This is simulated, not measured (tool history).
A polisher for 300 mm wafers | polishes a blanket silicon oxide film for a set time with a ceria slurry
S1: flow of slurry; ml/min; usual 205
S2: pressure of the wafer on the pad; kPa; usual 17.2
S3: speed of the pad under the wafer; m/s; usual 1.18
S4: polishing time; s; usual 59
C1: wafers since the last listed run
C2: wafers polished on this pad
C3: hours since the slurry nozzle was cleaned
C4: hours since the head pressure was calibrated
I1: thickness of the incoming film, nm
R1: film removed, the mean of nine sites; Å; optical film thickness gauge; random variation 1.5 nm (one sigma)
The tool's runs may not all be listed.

run	hour	S1	S2	S3	S4	C1	C2	C3	C4	I1	R1
1	0	205	17.2	1.18	59	0	409	446.2	1117.8	1904	2012
2	22.7	205	17.2	1.18	59	245	655	468.9	1140.5	1904.1	1958
# hour 29: worn pad replaced by a new one
3	53	205	17.2	1.18	59	284	260	499.2	1170.8	1902.9	1995
4	60.2	205	13.1	1.18	59	77	338	506.4	1178	1901.4	1530
5	72	205	13.1	1.18	59	127	466	518.2	1189.8	1916.9	1550
6	88.8	205	17.2	1.18	59	181	647	535	1206.6	1879.9	1980
# hour 97.9: head pressure recalibrated
7	99.9	205	17.2	1.18	59	98	746	546.1	2	1893.3	1986
# hour 104: worn pad replaced by a new one
8	106.4	205	17.2	1.18	59	27	25	552.6	8.5	1913.3	2048
9	120.8	205	17.2	0.92	59	155	181	567	22.9	1889.3	1571
10	132.8	205	17.2	1.18	59	129	311	579	34.9	1896.4	2010
11	141.6	205	17.2	1.18	59	95	406	587.8	43.7	1866.7	2011
12	151.5	205	17.2	1.18	59	107	513	597.7	53.6	1903.1	1976
13	160.8	205	15.2	1.18	59	100	614	607	62.9	1909	1766
# hour 176.4: worn pad replaced by a new one
14	176.9	205	17.2	1.18	59	131	5	623.1	79	1913.4	2072
# hour 180.9: slurry nozzle cleaned
15	183.1	205	17.2	1.18	59	56	62	2.2	85.2	1930.4	2051
16	194.8	230	17.2	1.18	59	126	188	13.9	96.9	1909.4	2065
17	206.7	145	14.5	1.06	72	128	317	25.8	108.8	1921.1	1752
18	215.3	225	17.2	0.86	59	93	410	34.4	117.4	1870.6	1485
# hour 256.6: worn pad replaced by a new one
19	257.1	205	17.2	1.18	59	409	5	76.2	159.2	1923.7	2028
20	266.9	205	11.7	1.5	59	106	111	86	169	1891.8	1747
21	283.7	205	19.3	1.18	59	181	293	102.8	185.8	1874.6	2262
22	292.9	205	17.2	1.18	39	99	393	112	195	1940.8	1310
23	303.4	205	17.2	1.18	59	113	507	122.5	205.5	1874.2	1957
24	316.4	205	17.2	1.18	59	140	647	135.5	218.5	1912.5	1996

4 ways to go on from here, each from the tool as it stands after run 24. What would each give?
A	316.8	205	17.2	1.34	59	4	652	135.9	218.9	1895.3	?
B	316.8	230	17.2	1.46	46	4	652	135.9	218.9	1895.3	?
C	316.8	145	22.8	0.78	59	4	652	135.9	218.9	1895.3	?
D	316.8	205	17.2	1.18	68	4	652	135.9	218.9	1895.3	?

run	R1
A	2235
B	1922
C	1652
D	2280
Without the tool's hidden state the same runs would have given:
run	R1
A	2355
B	2025
C	1741
D	2403

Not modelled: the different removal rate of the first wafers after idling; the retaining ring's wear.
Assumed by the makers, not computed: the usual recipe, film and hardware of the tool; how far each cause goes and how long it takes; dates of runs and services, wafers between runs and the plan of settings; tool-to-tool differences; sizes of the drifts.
